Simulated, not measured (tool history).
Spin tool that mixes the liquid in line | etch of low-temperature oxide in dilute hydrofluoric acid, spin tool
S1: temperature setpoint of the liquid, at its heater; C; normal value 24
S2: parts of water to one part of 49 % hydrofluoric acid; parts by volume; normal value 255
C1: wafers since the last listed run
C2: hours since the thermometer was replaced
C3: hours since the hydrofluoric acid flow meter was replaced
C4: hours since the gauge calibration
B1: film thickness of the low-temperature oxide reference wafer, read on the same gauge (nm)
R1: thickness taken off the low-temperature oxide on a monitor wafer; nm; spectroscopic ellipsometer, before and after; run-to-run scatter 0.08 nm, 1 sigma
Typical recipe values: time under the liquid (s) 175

run 1 hour=0 | S1=25.5 S2=340 time_under_the_liquid_(s)=175 | C1=0 C2=1687 C3=256 C4=140.1 | B1=50.03 | R1=7.9
run 2 hour=70.6 | S1=25.5 S2=340 time_under_the_liquid_(s)=175 | C1=721 C2=1757.6 C3=326.6 C4=210.7 | B1=50.05 | R1=7.93
run 3 hour=98.9 | S1=24 S2=255 time_under_the_liquid_(s)=175 | C1=289 C2=1785.9 C3=354.9 C4=239 | B1=50.02 | R1=10.78
run 4 hour=136.1 | S1=24 S2=255 time_under_the_liquid_(s)=175 | C1=379 C2=1823.1 C3=392.1 C4=276.2 | B1=50.02 | R1=10.98
run 5 hour=182.7 | S1=24 S2=255 time_under_the_liquid_(s)=175 | C1=476 C2=1869.7 C3=438.7 C4=322.8 | B1=50.03 | R1=11.07
-- hour=248.5 gauge calibrated
run 6 hour=250.4 | S1=25.5 S2=255 time_under_the_liquid_(s)=175 | C1=691 C2=1937.4 C3=506.4 C4=1.9 | B1=49.96 | R1=11.44
run 7 hour=284.1 | S1=25.5 S2=255 time_under_the_liquid_(s)=175 | C1=344 C2=1971.1 C3=540.1 C4=35.6 | B1=50.01 | R1=11.75
run 8 hour=335.2 | S1=28.5 S2=255 time_under_the_liquid_(s)=175 | C1=521 C2=2022.2 C3=591.2 C4=86.7 | B1=49.96 | R1=12.93
-- hour=373.2 hydrofluoric acid flow meter replaced
run 9 hour=391.4 | S1=22.5 S2=340 time_under_the_liquid_(s)=145 | C1=563 C2=2078.4 C3=18.2 C4=142.9 | B1=49.99 | R1=6.02
-- hour=416.8 thermometer replaced
run 10 hour=418.3 | S1=29 S2=175 time_under_the_liquid_(s)=175 | C1=264 C2=1.5 C3=45.1 C4=169.8 | B1=50.05 | R1=19.69
run 11 hour=485.8 | S1=20 S2=315 time_under_the_liquid_(s)=95 | C1=689 C2=69 C3=112.6 C4=237.3 | B1=49.98 | R1=3.71
run 12 hour=518.9 | S1=28.5 S2=335 time_under_the_liquid_(s)=140 | C1=338 C2=102.1 C3=145.7 C4=270.4 | B1=50.02 | R1=6.7
run 13 hour=548.3 | S1=24 S2=255 time_under_the_liquid_(s)=175 | C1=300 C2=131.5 C3=175.1 C4=299.8 | B1=49.99 | R1=10.27
-- hour=577.4 gauge calibrated
run 14 hour=595.6 | S1=26.5 S2=255 time_under_the_liquid_(s)=175 | C1=483 C2=178.8 C3=222.4 C4=18.2 | B1=50 | R1=11.15

Branching from run 14: 4 alternative next runs. What would each branch give?
run A hour=596.1 | S1=24 S2=255 time_under_the_liquid_(s)=175 | C1=5 C2=179.3 C3=222.9 C4=18.7 | B1=? | R1=?
run B hour=596.1 | S1=24 S2=180 time_under_the_liquid_(s)=175 | C1=5 C2=179.3 C3=222.9 C4=18.7 | B1=? | R1=?
run C hour=596.1 | S1=20 S2=155 time_under_the_liquid_(s)=175 | C1=5 C2=179.3 C3=222.9 C4=18.7 | B1=? | R1=?
run D hour=596.1 | S1=21 S2=290 time_under_the_liquid_(s)=135 | C1=5 C2=179.3 C3=222.9 C4=18.7 | B1=? | R1=?

run=A B1=50.01 R1=10.37
run=B B1=50.01 R1=15.92
run=C B1=50.01 R1=16.29
run=D B1=50.01 R1=6.11
With the hidden condition removed and each run's random variation left untouched, the same runs would have given:
run=A R1=10.16
run=B R1=15.58
run=C R1=15.93
run=D R1=5.98
